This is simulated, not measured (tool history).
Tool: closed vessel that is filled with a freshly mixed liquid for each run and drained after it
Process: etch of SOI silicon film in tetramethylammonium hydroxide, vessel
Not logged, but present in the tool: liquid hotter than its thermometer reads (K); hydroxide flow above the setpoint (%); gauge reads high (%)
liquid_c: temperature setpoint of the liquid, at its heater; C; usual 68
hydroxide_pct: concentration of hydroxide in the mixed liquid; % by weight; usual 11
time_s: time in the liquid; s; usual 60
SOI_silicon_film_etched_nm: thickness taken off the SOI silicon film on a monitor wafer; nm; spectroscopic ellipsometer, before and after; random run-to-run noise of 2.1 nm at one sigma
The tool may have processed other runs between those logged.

| run | hour | liquid_c | hydroxide_pct | time_s | wafers since the last listed run | hours since the thermometer was replaced | hours since the hydroxide flow meter was replaced | hours since the gauge calibration | read-back film thickness of the SOI silicon film reference wafer, read on the same gauge (nm) | SOI_silicon_film_etched_nm |
|---|---|---|---|---|---|---|---|---|---|---|
| 1 | 0 | 68 | 11 | 60 | 0 | 828.3 | 1340.5 | 1466 | 49.95 | 355.01 |
| 2 | 35.4 | 68 | 11 | 60 | 2478 | 863.7 | 1375.9 | 1501.4 | 49.97 | 352.09 |
| 3 | 83.8 | 68 | 11 | 60 | 3388 | 912.1 | 1424.3 | 1549.8 | 49.95 | 352.69 |
|  | 117.5 | thermometer replaced |
| 4 | 141.8 | 68 | 10 | 65 | 3990 | 24.3 | 1482.3 | 1607.8 | 49.99 | 394.99 |
| 5 | 194.3 | 68 | 10 | 65 | 3675 | 76.8 | 1534.8 | 1660.3 | 50.03 | 400.8 |
| 6 | 244 | 68 | 10 | 65 | 3479 | 126.5 | 1584.5 | 1710 | 50.03 | 395.65 |
| 7 | 279.6 | 68 | 11 | 60 | 2492 | 162.1 | 1620.1 | 1745.6 | 50.02 | 350.19 |
| 8 | 319.9 | 68 | 11 | 60 | 2821 | 202.4 | 1660.4 | 1785.9 | 50.05 | 350.85 |
| 9 | 368.8 | 68 | 11 | 60 | 3423 | 251.3 | 1709.3 | 1834.8 | 50.03 | 349.39 |
| 10 | 415.4 | 68 | 11 | 60 | 3262 | 297.9 | 1755.9 | 1881.4 | 49.99 | 347.26 |
| 11 | 442.3 | 68 | 11 | 60 | 1883 | 324.8 | 1782.8 | 1908.3 | 49.99 | 350.78 |
| 12 | 478.3 | 73 | 11 | 60 | 2520 | 360.8 | 1818.8 | 1944.3 | 50.01 | 469.45 |
| 13 | 517.5 | 73 | 11 | 60 | 2744 | 400 | 1858 | 1983.5 | 49.94 | 472.54 |
|  | 536.7 | gauge calibrated |
| 14 | 581 | 68 | 11 | 60 | 4445 | 463.5 | 1921.5 | 44.3 | 49.94 | 347.23 |
| 15 | 652.5 | 65.5 | 13.5 | 50 | 5005 | 535 | 1993 | 115.8 | 49.99 | 226.78 |
| 16 | 716.6 | 75 | 11 | 60 | 4487 | 599.1 | 2057.1 | 179.9 | 49.99 | 520.8 |
|  | 761.4 | hydroxide flow meter replaced |
| 17 | 783.5 | 68 | 11 | 60 | 4613 | 666 | 22.1 | 246.8 | 49.98 | 360.54 |
| 18 | 833.4 | 68 | 13.5 | 80 | 3493 | 715.9 | 72 | 296.7 | 50.01 | 442.71 |
| 19 | 873.7 | 68 | 11 | 60 | 2821 | 756.2 | 112.3 | 337 | 49.98 | 358.55 |
| 20 | 898.3 | 72 | 8 | 60 | 1722 | 780.8 | 136.9 | 361.6 | 49.99 | 514.86 |
| 21 | 937.7 | 72 | 10 | 60 | 2758 | 820.2 | 176.3 | 401 | 50.01 | 474.94 |
| 22 | 976.5 | 68 | 11 | 45 | 2716 | 859 | 215.1 | 439.8 | 50.01 | 270.5 |
| 23 | 1006.1 | 68 | 12.5 | 60 | 2072 | 888.6 | 244.7 | 469.4 | 49.99 | 340.29 |
| 24 | 1077.6 | 65.5 | 11 | 60 | 5005 | 960.1 | 316.2 | 540.9 | 49.99 | 309.22 |
| 25 | 1124.1 | 60 | 11 | 60 | 3255 | 1006.6 | 362.7 | 587.4 | 50 | 219.81 |
|  | 1138.6 | thermometer replaced |
| 26 | 1168 | 75 | 11 | 75 | 3003 | 29.4 | 406.6 | 631.3 | 50 | 676.58 |
| 27 | 1238.5 | 70.5 | 9 | 85 | 4935 | 99.9 | 477.1 | 701.8 | 49.97 | 633.93 |
| 28 | 1268.4 | 68 | 9 | 60 | 2093 | 129.8 | 507 | 731.7 | 50.01 | 387.47 |
| 29 | 1297.5 | 68 | 11 | 75 | 2037 | 158.9 | 536.1 | 760.8 | 50.03 | 443.25 |
| 30 | 1365.7 | 68 | 11 | 60 | 4774 | 227.1 | 604.3 | 829 | 49.97 | 363.65 |
| 31 | 1392 | 76 | 12 | 95 | 1841 | 253.4 | 630.6 | 855.3 | 50.02 | 875.04 |
| 32 | 1456.4 | 75 | 11 | 95 | 4508 | 317.8 | 695 | 919.7 | 50.02 | 852.65 |
| 33 | 1523.6 | 68 | 8 | 80 | 4704 | 385 | 762.2 | 986.9 | 49.98 | 535.13 |
| 34 | 1575.3 | 68 | 11 | 60 | 3619 | 436.7 | 813.9 | 1038.6 | 49.99 | 356.97 |

Across each entry between runs, compare the hidden state at the last listed run before it with the hidden state at the first listed run after it:
Runs 3 to 4: thermometer replaced (hour 117.5)
  hydroxide flow above the setpoint (%): 9.38 -> 9.72
  measured value less the no-hidden-state value, SOI_silicon_film_etched_nm: -12.33 -> -12.56 nm
Runs 13 to 14: gauge calibrated (hour 536.7)
  hydroxide flow above the setpoint (%): 11.9 -> 12.3
  measured value less the no-hidden-state value, SOI_silicon_film_etched_nm: -21.16 -> -16.05 nm
Runs 16 to 17: hydroxide flow meter replaced (hour 761.4)
  hydroxide flow above the setpoint (%): 13.1 -> 2.01
  measured value less the no-hidden-state value, SOI_silicon_film_etched_nm: -25.7 -> -2.63 nm
Runs 25 to 26: thermometer replaced (hour 1138.6)
  hydroxide flow above the setpoint (%): 3.99 -> 4.24
  measured value less the no-hidden-state value, SOI_silicon_film_etched_nm: -3.21 -> -10.5 nm

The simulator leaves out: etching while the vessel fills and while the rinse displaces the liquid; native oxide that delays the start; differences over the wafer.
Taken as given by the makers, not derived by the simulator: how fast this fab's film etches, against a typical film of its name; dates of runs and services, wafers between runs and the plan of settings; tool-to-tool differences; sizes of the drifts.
